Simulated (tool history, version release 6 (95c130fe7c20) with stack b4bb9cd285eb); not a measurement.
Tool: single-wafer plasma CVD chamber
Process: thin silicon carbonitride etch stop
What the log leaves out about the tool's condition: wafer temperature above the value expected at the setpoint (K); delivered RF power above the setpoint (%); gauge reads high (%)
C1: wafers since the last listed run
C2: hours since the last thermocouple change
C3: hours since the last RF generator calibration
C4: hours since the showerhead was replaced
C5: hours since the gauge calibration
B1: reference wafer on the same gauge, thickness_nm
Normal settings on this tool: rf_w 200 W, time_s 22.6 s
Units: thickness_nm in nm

run 1 hour=0 | rf_w=200 time_s=22.6 | C1=0 C2=1408.2 C3=1270.9 C4=6514.1 C5=1141.6 | B1=15.592 | thickness_nm=13.822
run 2 hour=65.7 | rf_w=200 time_s=22.6 | C1=1565 C2=1473.9 C3=1336.6 C4=6579.8 C5=1207.3 | B1=15.589 | thickness_nm=13.766
run 3 hour=320.7 | rf_w=200 time_s=22.6 | C1=6075 C2=1728.9 C3=1591.6 C4=6834.8 C5=1462.3 | B1=15.6 | thickness_nm=13.682
run 4 hour=413.6 | rf_w=200 time_s=19 | C1=2213 C2=1821.8 C3=1684.5 C4=6927.7 C5=1555.2 | B1=15.587 | thickness_nm=11.478
run 5 hour=502.6 | rf_w=200 time_s=19 | C1=2120 C2=1910.8 C3=1773.5 C4=7016.7 C5=1644.2 | B1=15.598 | thickness_nm=11.576
run 6 hour=562.3 | rf_w=200 time_s=22.6 | C1=1422 C2=1970.5 C3=1833.2 C4=7076.4 C5=1703.9 | B1=15.599 | thickness_nm=13.624
-- hour=571.7 gauge calibrated
run 7 hour=618.9 | rf_w=200 time_s=22.6 | C1=1348 C2=2027.1 C3=1889.8 C4=7133 C5=47.2 | B1=15.6 | thickness_nm=13.699
run 8 hour=690.9 | rf_w=200 time_s=22.6 | C1=1715 C2=2099.1 C3=1961.8 C4=7205 C5=119.2 | B1=15.595 | thickness_nm=13.649
-- hour=735.4 RF generator calibrated
run 9 hour=759.2 | rf_w=200 time_s=25.2 | C1=1436 C2=2167.4 C3=23.8 C4=7273.3 C5=187.5 | B1=15.591 | thickness_nm=14.864
-- hour=813.5 showerhead replaced
run 10 hour=850.5 | rf_w=200 time_s=25.2 | C1=1984 C2=2258.7 C3=115.1 C4=37 C5=278.8 | B1=15.599 | thickness_nm=14.953
run 11 hour=956.5 | rf_w=200 time_s=24.3 | C1=2525 C2=2364.7 C3=221.1 C4=143 C5=384.8 | B1=15.607 | thickness_nm=14.384
run 12 hour=1016.5 | rf_w=200 time_s=24.3 | C1=1429 C2=2424.7 C3=281.1 C4=203 C5=444.8 | B1=15.606 | thickness_nm=14.419
run 13 hour=1113.8 | rf_w=200 time_s=22.6 | C1=2318 C2=2522 C3=378.4 C4=300.3 C5=542.1 | B1=15.607 | thickness_nm=13.38
-- hour=1125.5 RF generator calibrated, repeated, since the last time left the tool worse
run 14 hour=1191.4 | rf_w=200 time_s=25.2 | C1=1658 C2=2599.6 C3=65.9 C4=377.9 C5=619.7 | B1=15.61 | thickness_nm=15.596
run 15 hour=1239.7 | rf_w=200 time_s=22.6 | C1=1150 C2=2647.9 C3=114.2 C4=426.2 C5=668 | B1=15.59 | thickness_nm=14.039
run 16 hour=1299.3 | rf_w=175 time_s=20.7 | C1=1420 C2=2707.5 C3=173.8 C4=485.8 C5=727.6 | B1=15.585 | thickness_nm=12.168
-- hour=1346.7 thermocouple changed; heater temperature recalibrated
run 17 hour=1384.6 | rf_w=200 time_s=22.6 | C1=1841 C2=37.9 C3=259.1 C4=571.1 C5=812.9 | B1=15.594 | thickness_nm=13.949
run 18 hour=1430.2 | rf_w=200 time_s=22.6 | C1=1086 C2=83.5 C3=304.7 C4=616.7 C5=858.5 | B1=15.593 | thickness_nm=13.942
run 19 hour=1483.1 | rf_w=160 time_s=25.8 | C1=1260 C2=136.4 C3=357.6 C4=669.6 C5=911.4 | B1=15.602 | thickness_nm=14.693
run 20 hour=1542 | rf_w=240 time_s=21.1 | C1=1403 C2=195.3 C3=416.5 C4=728.5 C5=970.3 | B1=15.608 | thickness_nm=13.848
run 21 hour=1617.3 | rf_w=225 time_s=22.6 | C1=1794 C2=270.6 C3=491.8 C4=803.8 C5=1045.6 | B1=15.611 | thickness_nm=14.578
run 22 hour=1674.5 | rf_w=235 time_s=19.9 | C1=1362 C2=327.8 C3=549 C4=861 C5=1102.8 | B1=15.599 | thickness_nm=12.96
run 23 hour=1712.8 | rf_w=200 time_s=22.6 | C1=912 C2=366.1 C3=587.3 C4=899.3 C5=1141.1 | B1=15.602 | thickness_nm=13.851
run 24 hour=1766.8 | rf_w=215 time_s=19 | C1=1286 C2=420.1 C3=641.3 C4=953.3 C5=1195.1 | B1=15.591 | thickness_nm=12.001
run 25 hour=1821.8 | rf_w=170 time_s=26.4 | C1=1310 C2=475.1 C3=696.3 C4=1008.3 C5=1250.1 | B1=15.591 | thickness_nm=15.358
run 26 hour=1876.1 | rf_w=220 time_s=20.5 | C1=1293 C2=529.4 C3=750.6 C4=1062.6 C5=1304.4 | B1=15.593 | thickness_nm=12.919

Entry by entry between the runs, the difference in hidden state between the last listed run before and the first listed run after:
From run 6 to run 7: gauge calibrated (hour 571.7)
  delivered RF power above the setpoint (%): -5.49 -> -5.81
  measured result minus the result with no hidden state, thickness_nm: -0.271 -> -0.289 nm
From run 8 to run 9: RF generator calibrated (hour 735.4)
  delivered RF power above the setpoint (%): -6.23 -> -10.2
  measured result minus the result with no hidden state, thickness_nm: -0.31 -> -0.57 nm
From run 9 to run 10: showerhead replaced (hour 813.5)
  both runs share identical hidden conditions
  measured result minus the result with no hidden state, thickness_nm: -0.57 -> -0.575 nm
From run 13 to run 14: RF generator calibrated, repeated, since the last time left the tool worse (hour 1125.5)
  delivered RF power above the setpoint (%): -10.4 -> -0.317
  measured result minus the result with no hidden state, thickness_nm: -0.525 -> -0.017 nm
From run 16 to run 17: thermocouple changed; heater temperature recalibrated (hour 1346.7)
  delivered RF power above the setpoint (%): -0.357 -> -0.413
  measured result minus the result with no hidden state, thickness_nm: -0.015 -> -0.02 nm
